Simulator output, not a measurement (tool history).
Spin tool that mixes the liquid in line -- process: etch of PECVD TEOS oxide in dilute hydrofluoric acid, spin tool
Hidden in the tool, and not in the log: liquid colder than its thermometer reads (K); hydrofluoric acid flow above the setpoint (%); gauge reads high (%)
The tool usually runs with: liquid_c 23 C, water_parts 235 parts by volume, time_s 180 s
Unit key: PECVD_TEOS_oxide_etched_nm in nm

| run | day | liquid_c | water_parts | time_s | wafers since the last listed run | hours since the thermometer was replaced | hours since the hydrofluoric acid flow meter was replaced | hours since the gauge calibration | read-back film thickness of the PECVD TEOS oxide reference wafer, read on the same gauge (nm) | PECVD_TEOS_oxide_etched_nm |
|---|---|---|---|---|---|---|---|---|---|---|
| 1 | 0 | 23 | 325 | 135 | 0 | 1800.7 | 92.3 | 328.9 | 80 | 3.47 |
| 2 | 2.125 | 23 | 325 | 135 | 467 | 1851.7 | 143.3 | 379.9 | 80.01 | 3.48 |
| 3 | 4.838 | 23 | 325 | 135 | 597 | 1916.8 | 208.4 | 445 | 80 | 3.48 |
| 4 | 7.188 | 23 | 235 | 180 | 517 | 1973.2 | 264.8 | 501.4 | 79.98 | 6.83 |
| 5 | 8.358 | 23 | 270 | 125 | 257 | 2001.3 | 292.9 | 529.5 | 80 | 4.02 |
| 6 | 9.4 | 23 | 270 | 125 | 229 | 2026.3 | 317.9 | 554.5 | 80.01 | 4.07 |
| 7 | 10.771 | 23 | 235 | 125 | 301 | 2059.2 | 350.8 | 587.4 | 79.99 | 4.85 |
| 8 | 12.883 | 23 | 235 | 180 | 465 | 2109.9 | 401.5 | 638.1 | 80.01 | 7.04 |
|  | 15.571 | thermometer replaced |
|  | 17.867 | hydrofluoric acid flow meter replaced |
| 9 | 19.083 | 20.5 | 270 | 180 | 1346 | 84.3 | 29.2 | 786.9 | 80 | 5.76 |
| 10 | 21.242 | 26 | 340 | 265 | 475 | 136.1 | 81 | 838.7 | 79.99 | 7.75 |
| 11 | 22.738 | 25 | 235 | 255 | 329 | 172 | 116.9 | 874.6 | 80.02 | 11.52 |
| 12 | 25.238 | 23 | 185 | 180 | 550 | 232 | 176.9 | 934.6 | 80.01 | 10.01 |
| 13 | 26.292 | 23 | 235 | 125 | 232 | 257.3 | 202.2 | 959.9 | 79.98 | 5.29 |
|  | 27.429 | gauge calibrated |
| 14 | 28.942 | 23 | 190 | 115 | 583 | 320.9 | 265.8 | 36.3 | 80 | 6.25 |
| 15 | 31.167 | 27 | 330 | 145 | 489 | 374.3 | 319.2 | 89.7 | 79.98 | 4.55 |
| 16 | 32.242 | 23 | 270 | 125 | 236 | 400.1 | 345 | 115.5 | 80 | 4.48 |
| 17 | 34.5 | 24.5 | 205 | 180 | 497 | 454.3 | 399.2 | 169.7 | 80 | 9.57 |

Table of differences, measured result less the result of that run with no hidden state. Run-to-run variation is the same in both. Gauge scatter possibly is not:
| run | PECVD_TEOS_oxide_etched_nm |
|---|---|
| 1 | -0.32 |
| 2 | -0.32 |
| 3 | -0.31 |
| 4 | -0.65 |
| 5 | -0.37 |
| 6 | -0.37 |
| 7 | -0.45 |
| 8 | -0.65 |
| 9 | -0.06 |
| 10 | -0.06 |
| 11 | -0.1 |
| 12 | -0.09 |
| 13 | -0.04 |
| 14 | -0.04 |
| 15 | -0.01 |
| 16 | -0.01 |
| 17 | -0.03 |

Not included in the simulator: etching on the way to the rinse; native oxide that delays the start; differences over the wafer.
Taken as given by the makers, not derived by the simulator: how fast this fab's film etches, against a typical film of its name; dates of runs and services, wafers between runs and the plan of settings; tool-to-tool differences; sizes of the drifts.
